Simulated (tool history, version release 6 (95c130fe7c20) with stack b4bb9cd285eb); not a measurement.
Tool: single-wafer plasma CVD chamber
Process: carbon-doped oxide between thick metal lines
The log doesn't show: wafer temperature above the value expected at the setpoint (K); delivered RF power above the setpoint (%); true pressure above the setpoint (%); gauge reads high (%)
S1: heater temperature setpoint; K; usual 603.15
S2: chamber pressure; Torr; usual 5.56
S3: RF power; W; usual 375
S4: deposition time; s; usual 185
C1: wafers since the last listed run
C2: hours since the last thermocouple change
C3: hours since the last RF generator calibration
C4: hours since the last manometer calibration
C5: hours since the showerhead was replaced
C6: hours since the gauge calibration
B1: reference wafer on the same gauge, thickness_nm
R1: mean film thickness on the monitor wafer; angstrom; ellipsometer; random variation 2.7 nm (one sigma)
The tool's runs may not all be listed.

run	day	S1	S2	S3	S4	C1	C2	C3	C4	C5	C6	B1	R1
1	0	603.15	5.56	375	185	0	252.4	1028.7	604.1	4842.2	1031.3	950.675	7993.24
2	2.104	603.15	5.56	375	176	278	302.9	1079.2	654.6	4892.7	1081.8	950.804	7551.21
3	3.954	603.15	5.56	375	176	245	347.3	1123.6	699	4937.1	1126.2	950.487	7585.18
4	6.033	603.15	5.56	375	176	275	397.2	1173.5	748.9	4987	1176.1	949.882	7541.94
5	8.038	603.15	5	375	185	265	445.3	1221.6	797	5035.1	1224.2	951.588	7786.37
6	10.338	603.15	5	375	185	304	500.5	1276.8	852.2	5090.3	1279.4	951.7	7787.21
7	13.571	603.15	5	375	185	428	578.1	1354.4	929.8	5167.9	1357	951.009	7744.64
8	15.525	603.15	5.56	375	185	258	625	1401.3	976.7	5214.8	1403.9	951.321	7909.02
9	17.104	603.15	5.56	375	185	209	662.9	1439.2	1014.6	5252.7	1441.8	951.113	7905.83
10	21.142	603.15	5.56	375	185	534	759.8	1536.1	1111.5	5349.6	1538.7	949.156	7866.04
11	24.342	603.15	5.56	375	185	423	836.6	1612.9	1188.3	5426.4	1615.5	949.975	7829.1
12	33.254	603.15	5.56	375	166	1180	1050.5	1826.8	1402.2	5640.3	1829.4	949.962	7010.95
13	37.312	610.15	5.56	340	185	537	1147.9	1924.2	1499.6	5737.7	1926.8	950.317	7175.59
14	38.967	603.15	5.56	375	215	219	1187.6	1963.9	1539.3	5777.4	1966.5	951.955	8925.48
# day 39.583: thermocouple changed; heater temperature recalibrated
# day 43.758: showerhead replaced
# day 46.312: gauge calibrated
15	51.175	603.15	5.56	375	185	1529	278.2	2256.9	1832.3	178	116.7	951.242	7876.14
# day 52.129: capacitance manometer re-zeroed and calibrated
16	54.958	590.15	4.33	375	211	457	369	2347.7	67.9	268.8	207.5	950.668	8980.11
17	56.733	603.15	5.56	375	185	235	411.6	2390.3	110.5	311.4	250.1	951.649	7891
18	58.604	603.15	5.56	320	170	247	456.5	2435.2	155.4	356.3	295	952.869	6645.59
# day 60.25: RF generator calibrated
19	63.092	617.15	6.19	345	168	550	564.2	68.2	263.1	464	402.7	950.55	6594.8
20	66.121	616.15	5.56	315	216	401	636.9	140.9	335.8	536.7	475.4	951.666	7945.09
21	69.6	603.15	4.76	375	220	460	720.4	224.4	419.3	620.2	558.9	949.573	9026.26
22	73.617	603.15	4.6	375	185	532	816.8	320.8	515.7	716.6	655.3	951.433	7545.52
23	75.246	612.15	6.12	375	185	215	855.9	359.9	554.8	755.7	694.4	950.134	7732.99
24	76.95	616.15	6.5	440	166	225	896.8	400.8	595.7	796.6	735.3	950.985	7486.65
25	81.383	603.15	5.56	375	165	587	1003.2	507.2	702.1	903	841.7	951.075	6931.97

Forecast each of these 5 alternatives for the next run:
A	81.404	603.15	5.56	375	185	2	1003.7	507.7	702.6	903.5	842.2	?	?
B	81.404	603.15	6.88	375	185	2	1003.7	507.7	702.6	903.5	842.2	?	?
C	81.404	603.15	6.12	445	185	2	1003.7	507.7	702.6	903.5	842.2	?	?
D	81.404	603.15	5.56	400	185	2	1003.7	507.7	702.6	903.5	842.2	?	?
E	81.404	603.15	5.56	375	170	2	1003.7	507.7	702.6	903.5	842.2	?	?

run	B1	R1
A	950.143	7789.21
B	950.143	7993.11
C	950.143	8693.77
D	950.143	8077.09
E	950.143	7159.5
Without the tool's hidden state the same runs would have given:
run	R1
A	7963.2
B	8171.65
C	8887.97
D	8257.52
E	7319.42
